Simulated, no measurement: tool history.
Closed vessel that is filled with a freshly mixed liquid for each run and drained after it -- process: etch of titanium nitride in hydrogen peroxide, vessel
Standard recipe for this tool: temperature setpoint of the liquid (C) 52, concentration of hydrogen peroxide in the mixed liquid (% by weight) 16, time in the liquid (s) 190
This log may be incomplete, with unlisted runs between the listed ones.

| run | hour | temperature setpoint of the liquid (C) | concentration of hydrogen peroxide in the mixed liquid (% by weight) | time in the liquid (s) | wafers since the last listed run | hours since the thermometer was replaced | hours since the peroxide flow meter was replaced | hours since the drum of peroxide was connected | hours since the gauge calibration | read-back film thickness of the titanium nitride reference wafer, read on the same gauge (nm) | thickness taken off the titanium nitride on a monitor wafer (Å) |
|---|---|---|---|---|---|---|---|---|---|---|---|
| 1 | 0 | 52 | 13.5 | 190 | 0 | 1186.5 | 471.7 | 442.8 | 506.2 | 40 | 42.9 |
| 2 | 58.2 | 52 | 13.5 | 190 | 5000 | 1244.7 | 529.9 | 501 | 564.4 | 39.99 | 42.5 |
| 3 | 101.8 | 52 | 16 | 190 | 3746 | 1288.3 | 573.5 | 544.6 | 608 | 40.04 | 44.1 |
| 4 | 147 | 52 | 16 | 190 | 3883 | 1333.5 | 618.7 | 589.8 | 653.2 | 39.99 | 43.7 |
| 5 | 186.2 | 52 | 16 | 190 | 3368 | 1372.7 | 657.9 | 629 | 692.4 | 40 | 43.8 |
| 6 | 255.4 | 52 | 16 | 190 | 5945 | 1441.9 | 727.1 | 698.2 | 761.6 | 40 | 44 |
| 7 | 317 | 52 | 16 | 190 | 5292 | 1503.5 | 788.7 | 759.8 | 823.2 | 39.98 | 42.4 |
| 8 | 346.6 | 52 | 16 | 190 | 2543 | 1533.1 | 818.3 | 789.4 | 852.8 | 40.01 | 43.4 |
| 9 | 387.1 | 52 | 16 | 190 | 3479 | 1573.6 | 858.8 | 829.9 | 893.3 | 40 | 42.9 |
|  | 414.6 | new drum of peroxide connected |
| 10 | 456.7 | 52 | 16 | 190 | 5894 | 1643.2 | 928.4 | 42.1 | 962.9 | 39.99 | 43 |
| 11 | 501.3 | 44.5 | 16 | 220 | 3832 | 1687.8 | 973 | 86.7 | 1007.5 | 39.99 | 28.3 |
|  | 530.1 | gauge calibrated |
| 12 | 561.6 | 44.5 | 16 | 220 | 5181 | 1748.1 | 1033.3 | 147 | 31.5 | 40.01 | 28 |
|  | 572.4 | thermometer replaced |
| 13 | 602.2 | 48.5 | 16 | 270 | 3402 | 29.8 | 1073.9 | 187.6 | 72.1 | 39.99 | 54.5 |
| 14 | 632.5 | 52 | 19.5 | 305 | 2603 | 60.1 | 1104.2 | 217.9 | 102.4 | 39.99 | 82.7 |
| 15 | 671.1 | 47.5 | 14.5 | 290 | 3316 | 98.7 | 1142.8 | 256.5 | 141 | 39.99 | 53.1 |
|  | 681.9 | peroxide flow meter replaced |
| 16 | 725 | 55 | 18 | 100 | 4545 | 152.6 | 43.1 | 310.4 | 194.9 | 40.04 | 32.5 |
| 17 | 786.2 | 52 | 19 | 135 | 5258 | 213.8 | 104.3 | 371.6 | 256.1 | 39.97 | 36.4 |
| 18 | 824 | 48 | 18.5 | 190 | 3247 | 251.6 | 142.1 | 409.4 | 293.9 | 39.99 | 37.5 |
| 19 | 851.5 | 52 | 16 | 190 | 2362 | 279.1 | 169.6 | 436.9 | 321.4 | 40.01 | 48.3 |
| 20 | 890.6 | 48 | 21 | 285 | 3359 | 318.2 | 208.7 | 476 | 360.5 | 40.01 | 57.9 |
| 21 | 945.6 | 44 | 12 | 140 | 4725 | 373.2 | 263.7 | 531 | 415.5 | 39.98 | 18.6 |
| 22 | 1006.9 | 57 | 14.5 | 190 | 5267 | 434.5 | 325 | 592.3 | 476.8 | 40.01 | 66.7 |
| 23 | 1054.7 | 55.5 | 16 | 190 | 4107 | 482.3 | 372.8 | 640.1 | 524.6 | 39.98 | 60.4 |

For run 24, what comes out?
| 24 | 1089 | 52 | 16 | 190 | 2947 | 516.6 | 407.1 | 674.4 | 558.9 | ? | ? |

read-back film thickness of the titanium nitride reference wafer, read on the same gauge (nm): 40.02
thickness taken off the titanium nitride on a monitor wafer (Å): 48
If the tool had no hidden condition, the same run with the same run-to-run variation would have returned thickness taken off the titanium nitride on a monitor wafer (Å) 50.9.

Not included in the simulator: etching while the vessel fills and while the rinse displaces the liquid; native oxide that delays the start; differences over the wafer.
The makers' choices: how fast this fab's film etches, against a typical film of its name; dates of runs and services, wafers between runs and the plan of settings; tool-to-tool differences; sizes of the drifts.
